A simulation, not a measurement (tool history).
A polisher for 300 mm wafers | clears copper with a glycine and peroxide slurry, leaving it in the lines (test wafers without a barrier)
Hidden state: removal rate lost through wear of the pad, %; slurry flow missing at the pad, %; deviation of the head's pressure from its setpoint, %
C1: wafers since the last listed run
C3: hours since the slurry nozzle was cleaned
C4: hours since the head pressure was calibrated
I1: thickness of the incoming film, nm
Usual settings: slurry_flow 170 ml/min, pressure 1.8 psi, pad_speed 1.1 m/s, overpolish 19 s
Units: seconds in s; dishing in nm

Run 1, day 0: usual settings; C1 0; wafers polished on this pad 1722; C3 274.2; C4 356.8; I1 318.6. Result: seconds 76.9 s, dishing 48.7 nm.
At day 3.092: slurry nozzle cleaned.
At day 3.738: worn pad replaced by a new one.
Run 2, day 4.058: usual settings; C1 644; wafers polished on this pad 53; C3 23.2; C4 454.2; I1 313. Result: seconds 73 s, dishing 53.1 nm.
Run 3, day 7.933: usual settings but pad_speed 1.26 m/s; C1 648; wafers polished on this pad 702; C3 116.2; C4 547.2; I1 314.3. Result: seconds 67 s, dishing 55.6 nm.
Run 4, day 11.7: usual settings but pad_speed 1.26 m/s; C1 630; wafers polished on this pad 1333; C3 206.6; C4 637.6; I1 320.8. Result: seconds 68.4 s, dishing 54.8 nm.
Run 5, day 14.625: usual settings but pad_speed 1.26 m/s; C1 489; wafers polished on this pad 1823; C3 276.8; C4 707.8; I1 313.8. Result: seconds 67.7 s, dishing 55.6 nm.
Run 6, day 16.592: usual settings but pressure 1.6 psi; C1 329; wafers polished on this pad 2152; C3 324; C4 755; I1 314.9. Result: seconds 81.8 s, dishing 47.6 nm.
At day 17.429: slurry nozzle cleaned.
At day 18.529: worn pad replaced by a new one.
Run 7, day 19.15: usual settings but pressure 1.9 psi; C1 393; wafers polished on this pad 104; C3 41.3; C4 816.4; I1 316.9. Result: seconds 70.3 s, dishing 53.1 nm.
Run 8, day 21.212: usual settings but pressure 1.9 psi; C1 345; wafers polished on this pad 449; C3 90.8; C4 865.9; I1 310.6. Result: seconds 71.7 s, dishing 52 nm.
Run 9, day 24.45: usual settings; C1 542; wafers polished on this pad 991; C3 168.5; C4 943.6; I1 312.8. Result: seconds 74 s, dishing 51.3 nm.
Run 10, day 27.562: usual settings; C1 521; wafers polished on this pad 1512; C3 243.2; C4 1018.3; I1 313.7. Result: seconds 74.7 s, dishing 50.5 nm.
At day 27.704: head pressure recalibrated.
At day 30.35: slurry nozzle cleaned.
Run 11, day 31.2: usual settings; C1 588; wafers polished on this pad 2100; C3 20.4; C4 83.9; I1 317.7. Result: seconds 70.7 s, dishing 53.5 nm.
Run 12, day 33.246: usual settings but pressure 1.9 psi; C1 342; wafers polished on this pad 2443; C3 69.5; C4 133; I1 316. Result: seconds 70.1 s, dishing 53.9 nm.
At day 33.512: worn pad replaced by a new one.
Run 13, day 37.088: usual settings but pressure 2.4 psi, overpolish 24 s; C1 615; wafers polished on this pad 598; C3 161.7; C4 225.2; I1 311.9. Result: seconds 60.4 s, dishing 71.7 nm.
Run 14, day 39.45: usual settings; C1 395; wafers polished on this pad 994; C3 218.4; C4 281.9; I1 312.6. Result: seconds 74.3 s, dishing 52.5 nm.
Run 15, day 43.229: usual settings but overpolish 25 s; C1 632; wafers polished on this pad 1627; C3 309.1; C4 372.6; I1 312.8. Result: seconds 74.3 s, dishing 64.6 nm.
At day 45.683: worn pad replaced by a new one, of another model than before.
At day 45.688: slurry nozzle cleaned.
Run 16, day 45.992: usual settings; C1 434; wafers polished on this pad 51; C3 7.3; C4 438.9; I1 321.5. Result: seconds 74.4 s, dishing 51.8 nm.
Run 17, day 48.538: usual settings but slurry_flow 110 ml/min, pressure 1.3 psi, overpolish 25 s; C1 426; wafers polished on this pad 477; C3 68.4; C4 500; I1 311.2. Result: seconds 97.8 s, dishing 51 nm.
Run 18, day 52.908: usual settings but slurry_flow 195 ml/min; C1 731; wafers polished on this pad 1209; C3 173.3; C4 604.9; I1 313.1. Result: seconds 78 s, dishing 50.6 nm.
Run 19, day 55.417: usual settings but slurry_flow 120 ml/min, pressure 2.2 psi, pad_speed 1.36 m/s, overpolish 14 s; C1 419; wafers polished on this pad 1629; C3 233.5; C4 665.1; I1 312.7. Result: seconds 75.7 s, dishing 38.5 nm.
Run 20, day 59.246: usual settings but slurry_flow 215 ml/min, pressure 1.4 psi, pad_speed 1.42 m/s; C1 641; wafers polished on this pad 2270; C3 325.4; C4 757; I1 317.5. Result: seconds 77.6 s, dishing 46.6 nm.
At day 60.4: worn pad replaced by a new one.
At day 61.35: slurry nozzle cleaned.
Run 21, day 62.992: usual settings but pressure 2.3 psi; C1 592; wafers polished on this pad 427; C3 39.4; C4 846.9; I1 318.8. Result: seconds 66.2 s, dishing 59.3 nm.
Run 22, day 65.679: usual settings but pressure 1.4 psi, pad_speed 0.8 m/s, overpolish 10 s; C1 449; wafers polished on this pad 877; C3 103.9; C4 911.4; I1 316.8. Result: seconds 97.8 s, dishing 22.5 nm.

4 ways to go on from here, each from the tool as it stands after run 22. What would each give?
Run A, day 65.7: usual settings but slurry_flow 210 ml/min; C1 3; wafers polished on this pad 880; C3 104.4; C4 911.9; I1 317.5. Result: seconds ?, dishing ?.
Run B, day 65.7: usual settings but slurry_flow 220 ml/min, pressure 2 psi; C1 3; wafers polished on this pad 880; C3 104.4; C4 911.9; I1 317.5. Result: seconds ?, dishing ?.
Run C, day 65.7: usual settings but pressure 2.4 psi, overpolish 8 s; C1 3; wafers polished on this pad 880; C3 104.4; C4 911.9; I1 317.5. Result: seconds ?, dishing ?.
Run D, day 65.7: usual settings but slurry_flow 150 ml/min, pad_speed 0.94 m/s, overpolish 11 s; C1 3; wafers polished on this pad 880; C3 104.4; C4 911.9; I1 317.5. Result: seconds ?, dishing ?.

run  seconds  dishing
  A     73.1     51.5
  B     69.1       54
  C     66.4     26.5
  D       84     28.6
Without the tool's hidden state the same runs would have given:
run  seconds  dishing
  A     69.8     53.5
  B     66.1     55.9
  C     62.8     27.9
  D     78.8     30.3

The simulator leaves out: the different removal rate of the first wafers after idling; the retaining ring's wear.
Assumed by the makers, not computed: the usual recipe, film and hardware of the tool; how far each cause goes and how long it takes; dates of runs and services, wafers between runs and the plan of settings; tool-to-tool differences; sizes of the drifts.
